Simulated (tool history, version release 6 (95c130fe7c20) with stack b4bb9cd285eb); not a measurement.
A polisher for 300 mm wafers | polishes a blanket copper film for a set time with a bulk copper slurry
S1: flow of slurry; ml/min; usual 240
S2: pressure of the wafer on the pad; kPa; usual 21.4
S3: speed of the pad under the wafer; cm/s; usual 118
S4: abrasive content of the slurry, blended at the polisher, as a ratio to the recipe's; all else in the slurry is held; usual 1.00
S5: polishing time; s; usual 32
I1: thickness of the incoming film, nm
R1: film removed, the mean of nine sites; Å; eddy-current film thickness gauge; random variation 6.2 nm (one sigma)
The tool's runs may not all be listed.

run,hour,S1,S2,S3,S4,S5,I1,R1
1,0.0,240,21.4,118,1.00,32,3420.6,4417
2,48.2,240,21.4,118,1.00,32,3407.4,4465
3,90.5,240,21.4,118,1.00,32,3492.4,4480
4,137.0,240,21.4,118,1.00,32,3517.9,4635
5,201.0,240,21.4,118,1.00,32,3481.1,4680
6,281.3,240,21.4,118,1.00,32,3437.7,4696
7,333.1,240,21.4,118,1.00,32,3464.5,4560
8,416.0,240,21.4,118,1.00,32,3519.0,4719
9,485.1,240,21.4,118,1.00,32,3503.0,4741
10,588.8,240,21.4,118,1.00,32,3483.3,4833
11,636.7,260,21.4,94,1.00,32,3459.1,3860
12,714.4,260,21.4,94,1.00,32,3466.3,3948
13,797.1,260,21.4,94,1.00,32,3484.3,3924
14,845.7,240,21.4,152,1.00,32,3508.7,4974
15,891.2,240,21.4,118,1.15,32,3546.4,4469
16,984.5,240,21.4,118,1.00,35,3458.1,4790
17,1029.8,240,21.4,118,0.85,32,3464.6,4256
18,1116.4,240,21.4,118,1.00,35,3497.1,4932
19,1195.5,240,21.4,152,1.00,41,3480.4,6522
20,1267.4,240,21.4,118,1.10,43,3510.1,5982
21,1349.5,175,26.2,118,1.00,32,3428.9,5189
22,1397.0,240,21.4,92,1.00,41,3478.8,5130
23,1473.9,240,21.4,118,0.70,32,3488.2,4325
24,1517.4,240,17.2,86,1.00,32,3439.9,3488
25,1558.8,240,21.4,118,1.00,32,3471.9,4527
26,1642.4,240,23.4,98,1.00,21,3452.6,2934
27,1705.9,240,21.4,118,1.20,32,3498.2,4633

Taken out of this log: 13 entries between the listed runs. Where each belongs, and how the hidden state differs across it:
Between runs 1 and 2: slurry blender recalibrated (hour 25.4)
  deviation of the head's pressure from its setpoint, %: 4.86 -> 6.23
  measured less the result without the state, R1: +204 -> +261 Å
Between runs 4 and 5: worn pad replaced by a new one (hour 191.0)
  deviation of the head's pressure from its setpoint, %: 8.26 -> 9.42
  measured less the result without the state, R1: +354 -> +403 Å
Between runs 7 and 8: slurry blender recalibrated (hour 352.6)
  deviation of the head's pressure from its setpoint, %: 11.2 -> 12
  measured less the result without the state, R1: +459 -> +505 Å
Between runs 9 and 10: worn pad replaced by a new one (hour 529.6)
  deviation of the head's pressure from its setpoint, %: 12.5 -> 13.1
  measured less the result without the state, R1: +527 -> +560 Å
Between runs 11 and 12: slurry nozzle cleaned (hour 690.7); slurry blender recalibrated (hour 694.1)
  deviation of the head's pressure from its setpoint, %: 13.3 -> 13.6
  measured less the result without the state, R1: +454 -> +474 Å
Between runs 13 and 14: head pressure recalibrated (hour 835.4); worn pad replaced by a new one, of another model than before (hour 843.8)
  deviation of the head's pressure from its setpoint, %: 13.9 -> 1.71
  measured less the result without the state, R1: +478 -> +54 Å
Between runs 16 and 17: slurry blender recalibrated (hour 1006.1)
  deviation of the head's pressure from its setpoint, %: 5.97 -> 7.01
  measured less the result without the state, R1: +178 -> +184 Å
Between runs 18 and 19: worn pad replaced by a new one (hour 1193.3)
  deviation of the head's pressure from its setpoint, %: 8.64 -> 9.79
  measured less the result without the state, R1: +260 -> +388 Å
Between runs 20 and 21: slurry nozzle cleaned (hour 1307.6); slurry blender recalibrated (hour 1348.9)
  deviation of the head's pressure from its setpoint, %: 10.6 -> 11.4
  measured less the result without the state, R1: +383 -> +355 Å
Between runs 24 and 25: worn pad replaced by a new one (hour 1539.3)
  deviation of the head's pressure from its setpoint, %: 12.4 -> 12.6
  measured less the result without the state, R1: +259 -> +340 Å

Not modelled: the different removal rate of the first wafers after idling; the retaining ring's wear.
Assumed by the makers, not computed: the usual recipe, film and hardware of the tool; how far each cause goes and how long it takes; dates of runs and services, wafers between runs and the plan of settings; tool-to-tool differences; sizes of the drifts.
